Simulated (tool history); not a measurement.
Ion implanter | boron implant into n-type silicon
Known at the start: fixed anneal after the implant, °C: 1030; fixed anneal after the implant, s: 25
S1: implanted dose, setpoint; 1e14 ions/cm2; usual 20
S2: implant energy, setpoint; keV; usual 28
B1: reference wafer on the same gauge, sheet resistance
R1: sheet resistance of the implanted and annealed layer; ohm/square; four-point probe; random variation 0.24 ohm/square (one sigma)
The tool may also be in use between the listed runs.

run    hour     S1    S2     B1     R1
  1       0     20    28  77.73  68.49
  2    38.4     20    28  77.61  68.51
  3   112.8     20    28  77.68  68.12
  4   206.4     20    28  77.65  67.96
        254  -- Faraday cup replaced and dose calibrated
  5   290.8     20    28  77.76  68.79
  6   339.3     20  35.5  77.74  67.37
  7   409.2     20  35.5  77.69  66.63
  8   480.9     20  35.5  77.78  67.01
  9   522.5  22.45    28  77.68   63.2
 10   569.7  22.45    28  77.68  63.39
      598.6  -- gauge calibrated
 11   668.5  14.24  36.5   77.8  87.33
 12   726.8  15.64    24  77.84  83.98
      827.8  -- Faraday cup replaced and dose calibrated
 13   834.3  21.79    24  77.61  66.96
 14     877  22.42    21  77.73  67.93
 15   965.4     20    28  77.67  69.08
     1012.4  -- extraction supply calibrated
 16  1047.6  14.48    31  77.67  87.76
 17  1280.1     20    28  77.77  68.08
 18    1354  23.63  22.5  77.76  64.25
     1373.4  -- Faraday cup replaced and dose calibrated
 19  1413.5     20    28  77.78  69.29
 20  1453.5  14.88    35  77.76  85.46

Forecast each of these 5 alternatives for the next run:
  A  1453.9     20    28   ?   ?
  B  1453.9  17.03  34.5   ?   ?
  C  1453.9     20  23.5   ?   ?
  D  1453.9  24.73    28   ?   ?
  E  1453.9     20    20   ?   ?

run    B1     R1
  A  77.7  69.43
  B  77.7  76.82
  C  77.7  71.64
  D  77.7  60.05
  E  77.7  74.23
Without the tool's hidden state the same runs would have given:
run     R1
  A  69.65
  B   77.1
  C  71.85
  D  60.22
  E  74.43
